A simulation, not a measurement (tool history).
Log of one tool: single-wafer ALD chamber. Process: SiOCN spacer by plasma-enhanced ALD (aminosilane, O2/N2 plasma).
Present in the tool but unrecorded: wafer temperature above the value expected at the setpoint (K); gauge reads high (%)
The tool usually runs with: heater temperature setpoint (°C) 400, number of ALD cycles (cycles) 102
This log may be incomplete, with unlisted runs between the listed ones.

| run | hour | heater temperature setpoint (°C) | number of ALD cycles (cycles) | wafers since the last listed run | hours since the last thermocouple change | hours since the gauge calibration | read-back reference wafer on the same gauge, thickness_nm | mean film thickness on the monitor wafer (angstrom) |
|---|---|---|---|---|---|---|---|---|
| 1 | 0 | 410 | 95 | 0 | 1321.7 | 283.8 | 6.313 | 55.35 |
|  | 8.1 | gauge calibrated |
| 2 | 23.1 | 410 | 95 | 44 | 1344.8 | 15 | 6.31 | 55.37 |
| 3 | 50.5 | 395 | 102 | 53 | 1372.2 | 42.4 | 6.312 | 61.3 |
| 4 | 80.3 | 395 | 102 | 57 | 1402 | 72.2 | 6.309 | 61.4 |
| 5 | 98 | 400 | 102 | 34 | 1419.7 | 89.9 | 6.311 | 61.5 |
| 6 | 110.9 | 400 | 102 | 25 | 1432.6 | 102.8 | 6.313 | 61.39 |
| 7 | 125.7 | 400 | 102 | 28 | 1447.4 | 117.6 | 6.309 | 61.3 |
| 8 | 144.9 | 400 | 102 | 37 | 1466.6 | 136.8 | 6.31 | 61.43 |
|  | 153.6 | thermocouple changed; heater temperature recalibrated |
| 9 | 165.1 | 400 | 102 | 23 | 11.5 | 157 | 6.313 | 61.36 |
| 10 | 189.9 | 400 | 102 | 48 | 36.3 | 181.8 | 6.309 | 61.35 |
| 11 | 217.4 | 400 | 102 | 53 | 63.8 | 209.3 | 6.308 | 61.43 |
| 12 | 229.5 | 388 | 102 | 23 | 75.9 | 221.4 | 6.308 | 61.31 |
|  | 252.1 | gauge calibrated |
| 13 | 252.8 | 388 | 96 | 45 | 99.2 | 0.7 | 6.31 | 57.64 |
| 14 | 279.9 | 390 | 85 | 52 | 126.3 | 27.8 | 6.306 | 51.17 |
| 15 | 305.9 | 407 | 95 | 50 | 152.3 | 53.8 | 6.312 | 55.98 |
| 16 | 339.6 | 400 | 102 | 65 | 186 | 87.5 | 6.31 | 61.3 |
| 17 | 370 | 387 | 86 | 58 | 216.4 | 117.9 | 6.308 | 51.64 |
| 18 | 386.2 | 395 | 102 | 31 | 232.6 | 134.1 | 6.309 | 61.12 |
| 19 | 407.4 | 400 | 102 | 41 | 253.8 | 155.3 | 6.308 | 61.38 |
| 20 | 435.9 | 405 | 102 | 55 | 282.3 | 183.8 | 6.31 | 60.22 |
| 21 | 453.7 | 394 | 121 | 34 | 300.1 | 201.6 | 6.312 | 72.71 |

Consider 3 possible next runs. They are alternatives, not a sequence: every one starts from the tool as it was left by run 21. What does each give?
| A | 454.3 | 400 | 102 | 1 | 300.7 | 202.2 | ? | ? |
| B | 454.3 | 400 | 116 | 1 | 300.7 | 202.2 | ? | ? |
| C | 454.3 | 392 | 102 | 1 | 300.7 | 202.2 | ? | ? |

| run | read-back reference wafer on the same gauge, thickness_nm | mean film thickness on the monitor wafer (angstrom) |
|---|---|---|
| A | 6.31 | 61.41 |
| B | 6.31 | 69.84 |
| C | 6.31 | 61.41 |
Stripped of hidden state, with their random variation kept, the same runs would have yielded:
| run | mean film thickness on the monitor wafer (angstrom) |
|---|---|
| A | 61.41 |
| B | 69.84 |
| C | 61.41 |
